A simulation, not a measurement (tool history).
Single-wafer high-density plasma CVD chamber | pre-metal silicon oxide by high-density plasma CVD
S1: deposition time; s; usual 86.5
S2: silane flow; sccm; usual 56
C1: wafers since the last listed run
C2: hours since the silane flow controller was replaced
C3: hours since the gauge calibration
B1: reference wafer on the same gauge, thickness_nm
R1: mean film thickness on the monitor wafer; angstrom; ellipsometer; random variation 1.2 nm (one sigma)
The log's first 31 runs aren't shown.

run    hour     S1  S2    C1     C2     C3       B1       R1
 32     826   98.1  52   225  451.6  169.5  468.694  5025.89
 33   857.2   75.4  59   421  482.8  200.7  469.103  4187.94
 34     877   86.5  56   267  502.6  220.5  468.634  4642.64
 35   912.8   86.5  56   483  538.4  256.3   469.16   4618.9
 36  1015.5   86.5  56  1388  641.1    359  469.543  4624.81
 37  1034.7   79.2  47   259  660.3  378.2  468.824   3827.6
 38  1051.6   80.4  61   228  677.2  395.1  468.624   4534.3
 39  1086.3   86.5  56   469  711.9  429.8  468.776  4613.44
 40  1115.2   86.5  49   390  740.8  458.7   468.91  4262.62
 41  1145.1   79.8  56   404  770.7  488.6  469.532  4252.49
 42  1173.1  101.6  52   378  798.7  516.6  469.295  5200.34
 43    1187   79.8  56   187  812.6  530.5  468.905  4248.74
 44  1217.4   86.5  56   410    843  560.9  469.106  4597.07
 45  1234.7   79.2  47   233  860.3  578.2  468.941  3821.32
 46  1248.6   86.5  66   187  874.2  592.1   469.03  5117.28

Forecast each of these 4 alternatives for the next run:
  A  1249   86.5  56   5  874.6  592.5   ?   ?
  B  1249    100  63   5  874.6  592.5   ?   ?
  C  1249   71.7  47   5  874.6  592.5   ?   ?
  D  1249  101.2  60   5  874.6  592.5   ?   ?

run       B1       R1
  A  469.029  4606.32
  B  469.029  5724.61
  C  469.029  3450.01
  D  469.029  5620.09
Without the tool's hidden state the same runs would have given:
run       R1
  A  4737.87
  B   5888.1
  C  3548.54
  D  5780.59
